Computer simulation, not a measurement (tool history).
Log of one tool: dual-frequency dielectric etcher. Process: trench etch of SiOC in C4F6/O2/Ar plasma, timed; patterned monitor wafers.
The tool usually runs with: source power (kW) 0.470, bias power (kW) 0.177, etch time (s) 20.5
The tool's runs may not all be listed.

run   hour  source power (kW)  bias power (kW)  etch time (s)  read-back reference wafer on the same gauge, depth_nm  mean etch depth across the wafer (Å)
  1    0.0              0.430            0.177           23.0                                                  40.85                                 487.7
  2   31.7              0.470            0.165           17.0                                                  40.89                                 370.5
  3   64.9              0.470            0.177           20.5                                                  40.91                                 454.2
  4   90.7              0.470            0.177           20.5                                                  40.88                                 460.1
  5  112.6              0.470            0.177           20.5                                                  40.91                                 459.2
  6  131.5              0.470            0.177           20.5                                                  40.87                                 453.8
  7  144.8              0.410            0.148           20.5                                                  40.82                                 401.4
  8  174.7              0.370            0.196           23.5                                                  40.82                                 474.8
  9  196.7              0.410            0.148           20.5                                                  40.89                                 396.1
     215.9  -- gauge calibrated
 10  220.2              0.470            0.177           20.5                                                  39.45                                 440.0
 11  250.2              0.530            0.177           24.5                                                  39.63                                 561.7
 12  308.6              0.380            0.177           20.5                                                  39.78                                 395.8
     327.8  -- bias power generator calibrated
     336.1  -- wet clean of the chamber
 13  343.5              0.470            0.177           20.5                                                  39.92                                 442.1
 14  358.0              0.470            0.177           20.5                                                  40.02                                 445.1
 15  375.2              0.370            0.196           23.5                                                  39.99                                 467.1
 16  400.7              0.470            0.164           20.5                                                  40.09                                 436.2
     449.4  -- upper electrode replaced
 17  449.9              0.400            0.191           20.5                                                  40.17                                 421.9
 18  454.6              0.470            0.177           20.5                                                  40.20                                 450.8
 19  476.8              0.470            0.177           20.5                                                  40.26                                 452.2
 20  489.3              0.470            0.157           20.5                                                  40.35                                 428.8
 21  504.4              0.470            0.177           20.5                                                  40.38                                 450.9
     514.0  -- source power generator calibrated
 22  533.5              0.420            0.177           20.5                                                  40.36                                 420.3
 23  563.2              0.370            0.155           20.5                                                  40.40                                 378.7
 24  575.4              0.470            0.177           23.0                                                  40.38                                 506.7
 25  683.0              0.470            0.154           20.5                                                  40.62                                 428.9
 26  704.8              0.350            0.152           26.5                                                  40.63                                 471.5
 27  734.9              0.470            0.177           20.5                                                  40.67                                 452.5
 28  748.5              0.520            0.204           20.5                                                  40.53                                 497.4
 29  763.6              0.550            0.203           18.5                                                  40.58                                 463.6

Hidden state or all else? Some run-to-run changes of mean etch depth across the wafer (Å), split into what the settings, what came in and random variation would give without the hidden state, and what is left for the hidden state (with any gauge scatter that isn't in both results):
Hidden state at play: etch rate over this chamber's usual, %; source power that arrives over what is set, %; bias power that arrives over what is set, %; gauge reads high (%).
Run 1 -> 2: source power (kW) 0.430 -> 0.470, bias power (kW) 0.177 -> 0.165, etch time (s) 23.0 -> 17.0. mean etch depth across the wafer (Å) -117.2: hidden state -4.0, all else -113.2.
Run 9 -> 10: source power (kW) 0.410 -> 0.470, bias power (kW) 0.148 -> 0.177, gauge calibrated. mean etch depth across the wafer (Å) +43.9: hidden state -14.0, all else +57.9.
Run 11 -> 12: source power (kW) 0.530 -> 0.380, etch time (s) 24.5 -> 20.5. mean etch depth across the wafer (Å) -165.9: hidden state +1.6, all else -167.5.
Run 23 -> 24: source power (kW) 0.370 -> 0.470, bias power (kW) 0.155 -> 0.177, etch time (s) 20.5 -> 23.0. mean etch depth across the wafer (Å) +128.0: hidden state +3.4, all else +124.6.
